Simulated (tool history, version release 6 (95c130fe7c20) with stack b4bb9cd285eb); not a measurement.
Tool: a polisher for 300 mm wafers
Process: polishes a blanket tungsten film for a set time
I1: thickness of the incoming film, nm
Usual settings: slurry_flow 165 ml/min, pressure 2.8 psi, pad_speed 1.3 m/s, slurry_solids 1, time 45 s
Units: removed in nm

Run 1, hour 0: usual settings; I1 1216.3. Result: removed 234.1 nm.
Run 2, hour 28.7: usual settings; I1 1203.3. Result: removed 237.9 nm.
At hour 55.2: slurry blender recalibrated.
At hour 57.1: head pressure recalibrated.
Run 3, hour 63.6: usual settings; I1 1194.7. Result: removed 231.1 nm.
Run 4, hour 96.5: usual settings; I1 1219.3. Result: removed 237.7 nm.
At hour 122.7: slurry tank refilled with fresh slurry and peroxide.
At hour 130: slurry nozzle cleaned.
Run 5, hour 145: usual settings; I1 1216.5. Result: removed 234.7 nm.
At hour 179.7: worn pad replaced by a new one.
Run 6, hour 208.6: usual settings; I1 1211. Result: removed 233.6 nm.
Run 7, hour 258.7: usual settings; I1 1196.5. Result: removed 231.9 nm.
At hour 277.9: slurry blender recalibrated.
Run 8, hour 313.3: usual settings; I1 1214.2. Result: removed 231.4 nm.
At hour 345.2: slurry tank refilled with fresh slurry and peroxide.
At hour 357.3: slurry nozzle cleaned.
At hour 380.7: worn pad replaced by a new one.
Run 9, hour 383.7: usual settings; I1 1206.2. Result: removed 231.3 nm.
Run 10, hour 491.1: usual settings but time 35 s; I1 1192.2. Result: removed 184.1 nm.
At hour 515.1: slurry blender recalibrated.
At hour 550.9: slurry tank refilled with fresh slurry and peroxide.
Run 11, hour 551.4: usual settings but pad_speed 0.92 m/s, time 54 s; I1 1206.8. Result: removed 199.3 nm.
At hour 583: slurry nozzle cleaned.
At hour 588.8: head pressure recalibrated.
At hour 593.6: worn pad replaced by a new one.
Run 12, hour 594.1: usual settings but slurry_solids 1.1; I1 1196.5. Result: removed 245.5 nm.
Run 13, hour 657.8: usual settings; I1 1208.3. Result: removed 238.4 nm.
At hour 699.4: slurry blender recalibrated.
Run 14, hour 711.2: usual settings but slurry_flow 115 ml/min, pressure 2.2 psi, pad_speed 1.72 m/s, slurry_solids 1.2; I1 1201.8. Result: removed 249.6 nm.
Run 15, hour 747.2: usual settings but slurry_flow 120 ml/min, pressure 2.2 psi, time 33 s; I1 1211.2. Result: removed 133.4 nm.
At hour 780.3: slurry tank refilled with fresh slurry and peroxide.
Run 16, hour 799.2: usual settings but pressure 2.3 psi, pad_speed 0.86 m/s, time 33 s; I1 1195.4. Result: removed 95.2 nm.
At hour 806.2: slurry nozzle cleaned.
At hour 827.1: worn pad replaced by a new one.
Run 17, hour 863.1: usual settings but slurry_flow 130 ml/min, slurry_solids 1.2; I1 1190.3. Result: removed 241.1 nm.
Run 18, hour 919.5: usual settings but slurry_flow 145 ml/min, pad_speed 1.72 m/s, slurry_solids 1.2, time 51 s; I1 1209.4. Result: removed 371.6 nm.
At hour 927.9: slurry blender recalibrated.
At hour 977.8: slurry tank refilled with fresh slurry and peroxide.
Run 19, hour 1007.6: usual settings but slurry_flow 120 ml/min, pressure 2.1 psi, time 34 s; I1 1212.7. Result: removed 133.6 nm.
At hour 1024.6: slurry nozzle cleaned.
At hour 1042.7: worn pad replaced by a new one.
Run 20, hour 1067.6: usual settings; I1 1225.6. Result: removed 234.6 nm.

Forecast each of these 5 alternatives for the next run:
Run A, hour 1068: usual settings; I1 1202.3. Result: removed ?.
Run B, hour 1068: usual settings but slurry_flow 180 ml/min, pad_speed 1.7 m/s, slurry_solids 0.85, time 51 s; I1 1202.3. Result: removed ?.
Run C, hour 1068: usual settings but pressure 2.2 psi, slurry_solids 0.9; I1 1202.3. Result: removed ?.
Run D, hour 1068: usual settings but pressure 3.8 psi, pad_speed 1.72 m/s, time 53 s; I1 1202.3. Result: removed ?.
Run E, hour 1068: usual settings but slurry_solids 1.1, time 31 s; I1 1202.3. Result: removed ?.

run  removed
  A      235
  B    329.9
  C    185.2
  D    473.9
  E      168
Without the tool's hidden state the same runs would have given:
run  removed
  A      235
  B    329.9
  C    185.2
  D    473.9
  E      168
